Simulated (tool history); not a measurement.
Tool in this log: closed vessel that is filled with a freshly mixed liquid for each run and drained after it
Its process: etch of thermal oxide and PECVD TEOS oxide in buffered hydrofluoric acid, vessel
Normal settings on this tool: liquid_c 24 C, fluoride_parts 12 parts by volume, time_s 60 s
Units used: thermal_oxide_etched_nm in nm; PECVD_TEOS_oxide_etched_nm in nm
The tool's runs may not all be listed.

| run | hour | liquid_c | fluoride_parts | time_s | read-back film thickness of the thermal oxide reference wafer, read on the same gauge (nm) | read-back film thickness of the PECVD TEOS oxide reference wafer, read on the same gauge (nm) | thermal_oxide_etched_nm | PECVD_TEOS_oxide_etched_nm |
|---|---|---|---|---|---|---|---|---|
| 1 | 0 | 24 | 12 | 70 | 60 | 139.99 | 66.22 | 107.62 |
| 2 | 103.4 | 24 | 12 | 60 | 59.98 | 140 | 57.38 | 91.43 |
| 3 | 121.8 | 24 | 12 | 60 | 60.02 | 140 | 57.33 | 91.74 |
| 4 | 176.8 | 24 | 16.5 | 30 | 60.02 | 140.02 | 20.98 | 33.51 |
| 5 | 209.5 | 27.5 | 16 | 60 | 59.98 | 140.01 | 52.29 | 83.75 |
| 6 | 232.8 | 24 | 7.5 | 60 | 59.98 | 139.96 | 90.46 | 143.69 |
| 7 | 251.1 | 24 | 12 | 60 | 60.05 | 140.02 | 57.73 | 90.43 |
| 8 | 277.8 | 26 | 12 | 70 | 59.95 | 139.98 | 75.5 | 119.72 |
| 9 | 302.1 | 21 | 7.5 | 60 | 59.99 | 140.02 | 73.66 | 117.57 |
| 10 | 364.9 | 27.5 | 12 | 40 | 59.99 | 140 | 44.84 | 73.01 |
| 11 | 389.7 | 24 | 12 | 45 | 60.02 | 139.99 | 41.44 | 67.08 |
| 12 | 413.8 | 27.5 | 12 | 60 | 59.95 | 140 | 67.49 | 109.92 |
| 13 | 427.5 | 24 | 12 | 60 | 60.01 | 140 | 56.03 | 89.93 |
| 14 | 455.2 | 28 | 12 | 60 | 59.99 | 140 | 69.35 | 113.06 |
| 15 | 472.9 | 25.5 | 12 | 40 | 59.98 | 140.01 | 40 | 63.48 |
| 16 | 506 | 21 | 16 | 60 | 60.01 | 140.03 | 35.67 | 57.99 |
| 17 | 524.5 | 24 | 12 | 60 | 60 | 140.01 | 55.97 | 88.6 |
| 18 | 543.2 | 27.5 | 12 | 70 | 60.02 | 139.99 | 79.18 | 126.17 |
| 19 | 612.7 | 24 | 12 | 60 | 60.04 | 140.02 | 56.36 | 90.45 |
| 20 | 638.8 | 27 | 10 | 35 | 59.97 | 139.99 | 46.18 | 74.53 |
| 21 | 669.3 | 24 | 12 | 60 | 59.95 | 140 | 56.21 | 89.85 |
| 22 | 691.9 | 24 | 8.5 | 60 | 59.99 | 140 | 77.63 | 123.81 |
| 23 | 713.4 | 24 | 12 | 60 | 60.01 | 140.02 | 56.57 | 90.98 |
| 24 | 741.2 | 27.5 | 12 | 70 | 60 | 140.01 | 79.18 | 128.15 |
| 25 | 767.2 | 27.5 | 17 | 60 | 60 | 140.01 | 49.34 | 77.6 |
| 26 | 802.7 | 24 | 12 | 75 | 60.01 | 139.98 | 70.78 | 114.87 |

The log once held 3 entries between its listed runs, left out of this copy. Where does each go, and what is different about the tool's unlogged condition between the listed run before it and the listed run after it?
After run 3, before run 4: thermometer replaced (hour 162.5)
  hydrofluoric acid flow above the setpoint (%): 3.74 -> 4.03
  measured minus no-state result, thermal_oxide_etched_nm: +2.03 -> +0.8 nm; PECVD_TEOS_oxide_etched_nm: +3.23 -> +1.28 nm
After run 8, before run 9: hydrofluoric acid flow meter replaced (hour 282.9)
  hydrofluoric acid flow above the setpoint (%): 4.56 -> 0.379
  measured minus no-state result, thermal_oxide_etched_nm: +3.21 -> +0.3 nm; PECVD_TEOS_oxide_etched_nm: +5.09 -> +0.48 nm
After run 9, before run 10: gauge calibrated (hour 305)
  hydrofluoric acid flow above the setpoint (%): 0.379 -> 0.706
  measured minus no-state result, thermal_oxide_etched_nm: +0.3 -> +0.31 nm; PECVD_TEOS_oxide_etched_nm: +0.48 -> +0.5 nm

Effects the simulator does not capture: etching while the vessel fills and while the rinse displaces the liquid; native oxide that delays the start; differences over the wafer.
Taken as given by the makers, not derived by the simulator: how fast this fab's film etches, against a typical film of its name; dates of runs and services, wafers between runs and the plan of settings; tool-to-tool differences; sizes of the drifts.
